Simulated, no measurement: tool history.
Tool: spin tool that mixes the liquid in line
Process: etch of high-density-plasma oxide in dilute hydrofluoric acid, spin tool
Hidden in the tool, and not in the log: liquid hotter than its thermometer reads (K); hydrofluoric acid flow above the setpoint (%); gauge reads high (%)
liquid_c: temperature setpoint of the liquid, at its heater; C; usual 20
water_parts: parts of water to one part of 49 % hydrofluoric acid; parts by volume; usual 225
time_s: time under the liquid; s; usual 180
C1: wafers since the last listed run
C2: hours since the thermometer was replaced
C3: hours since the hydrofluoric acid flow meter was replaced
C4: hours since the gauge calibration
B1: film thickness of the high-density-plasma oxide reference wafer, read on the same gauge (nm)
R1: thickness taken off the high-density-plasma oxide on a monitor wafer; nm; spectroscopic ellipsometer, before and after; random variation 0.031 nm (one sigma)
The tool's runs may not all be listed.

Run 1, hour 0: usual settings; C1 0; C2 1285.9; C3 180.8; C4 1059.5; B1 110. Result: R1 5.68 nm.
Run 2, hour 72.7: usual settings; C1 376; C2 1358.6; C3 253.5; C4 1132.2; B1 109.98. Result: R1 5.59 nm.
Run 3, hour 121.6: usual settings; C1 253; C2 1407.5; C3 302.4; C4 1181.1; B1 110.01. Result: R1 5.62 nm.
Run 4, hour 162.8: usual settings but water_parts 255 parts by volume; C1 213; C2 1448.7; C3 343.6; C4 1222.3; B1 109.97. Result: R1 4.79 nm.
Run 5, hour 225.6: usual settings but water_parts 255 parts by volume; C1 324; C2 1511.5; C3 406.4; C4 1285.1; B1 109.98. Result: R1 4.82 nm.
Run 6, hour 309.1: usual settings but water_parts 275 parts by volume; C1 432; C2 1595; C3 489.9; C4 1368.6; B1 110.04. Result: R1 4.38 nm.
At hour 334.2: hydrofluoric acid flow meter replaced.
Run 7, hour 389.9: usual settings but water_parts 275 parts by volume; C1 412; C2 1675.8; C3 55.7; C4 1449.4; B1 110.02. Result: R1 4.39 nm.
Run 8, hour 443.2: usual settings but water_parts 275 parts by volume; C1 275; C2 1729.1; C3 109; C4 1502.7; B1 109.99. Result: R1 4.4 nm.
Run 9, hour 548.6: usual settings but liquid_c 23.5 C, water_parts 300 parts by volume; C1 545; C2 1834.5; C3 214.4; C4 1608.1; B1 110.02. Result: R1 4.47 nm.
Run 10, hour 626.7: usual settings but liquid_c 23.5 C, water_parts 300 parts by volume; C1 404; C2 1912.6; C3 292.5; C4 1686.2; B1 109.98. Result: R1 4.44 nm.
Run 11, hour 687.5: usual settings; C1 314; C2 1973.4; C3 353.3; C4 1747; B1 110. Result: R1 5.6 nm.
Run 12, hour 769.3: usual settings; C1 423; C2 2055.2; C3 435.1; C4 1828.8; B1 109.97. Result: R1 5.62 nm.
Run 13, hour 857.6: usual settings but water_parts 330 parts by volume, time_s 240 s; C1 456; C2 2143.5; C3 523.4; C4 1917.1; B1 109.99. Result: R1 4.66 nm.
At hour 875.6: gauge calibrated.
Run 14, hour 930.9: usual settings but water_parts 255 parts by volume; C1 379; C2 2216.8; C3 596.7; C4 55.3; B1 109.99. Result: R1 4.85 nm.
At hour 986.7: hydrofluoric acid flow meter replaced.
Run 15, hour 987.2: usual settings; C1 286; C2 2273.1; C3 0.5; C4 111.6; B1 110. Result: R1 5.7 nm.
Run 16, hour 1035.2: usual settings but liquid_c 18.5 C, water_parts 275 parts by volume, time_s 120 s; C1 248; C2 2321.1; C3 48.5; C4 159.6; B1 110.01. Result: R1 2.77 nm.
Run 17, hour 1105.4: usual settings; C1 363; C2 2391.3; C3 118.7; C4 229.8; B1 109.98. Result: R1 5.66 nm.
Run 18, hour 1192.1: usual settings but liquid_c 23.5 C, water_parts 320 parts by volume, time_s 245 s; C1 448; C2 2478; C3 205.4; C4 316.5; B1 109.97. Result: R1 5.59 nm.
Run 19, hour 1262.3: usual settings but water_parts 305 parts by volume, time_s 290 s; C1 363; C2 2548.2; C3 275.6; C4 386.7; B1 109.96. Result: R1 6.2 nm.
Run 20, hour 1333.4: usual settings but liquid_c 17 C, water_parts 120 parts by volume, time_s 265 s; C1 367; C2 2619.3; C3 346.7; C4 457.8; B1 110. Result: R1 15.11 nm.
Run 21, hour 1423.4: usual settings but liquid_c 17 C, water_parts 160 parts by volume, time_s 275 s; C1 465; C2 2709.3; C3 436.7; C4 547.8; B1 110.02. Result: R1 11.39 nm.
Run 22, hour 1469.2: usual settings but liquid_c 23.5 C; C1 237; C2 2755.1; C3 482.5; C4 593.6; B1 109.99. Result: R1 6.39 nm.
At hour 1472.9: hydrofluoric acid flow meter replaced.
At hour 1479.4: thermometer replaced.
Run 23, hour 1619.1: usual settings but water_parts 325 parts by volume; C1 765; C2 139.7; C3 146.2; C4 743.5; B1 110.02. Result: R1 3.56 nm.

Forecast run 24:
Run 24, hour 1717.2: usual settings but liquid_c 17 C, water_parts 320 parts by volume; C1 507; C2 237.8; C3 244.3; C4 841.6; B1 ?. Result: R1 ?.

B1: 109.98
R1: 3.27 nm
Without the tool's hidden state the same run would have given R1 3.27 nm.
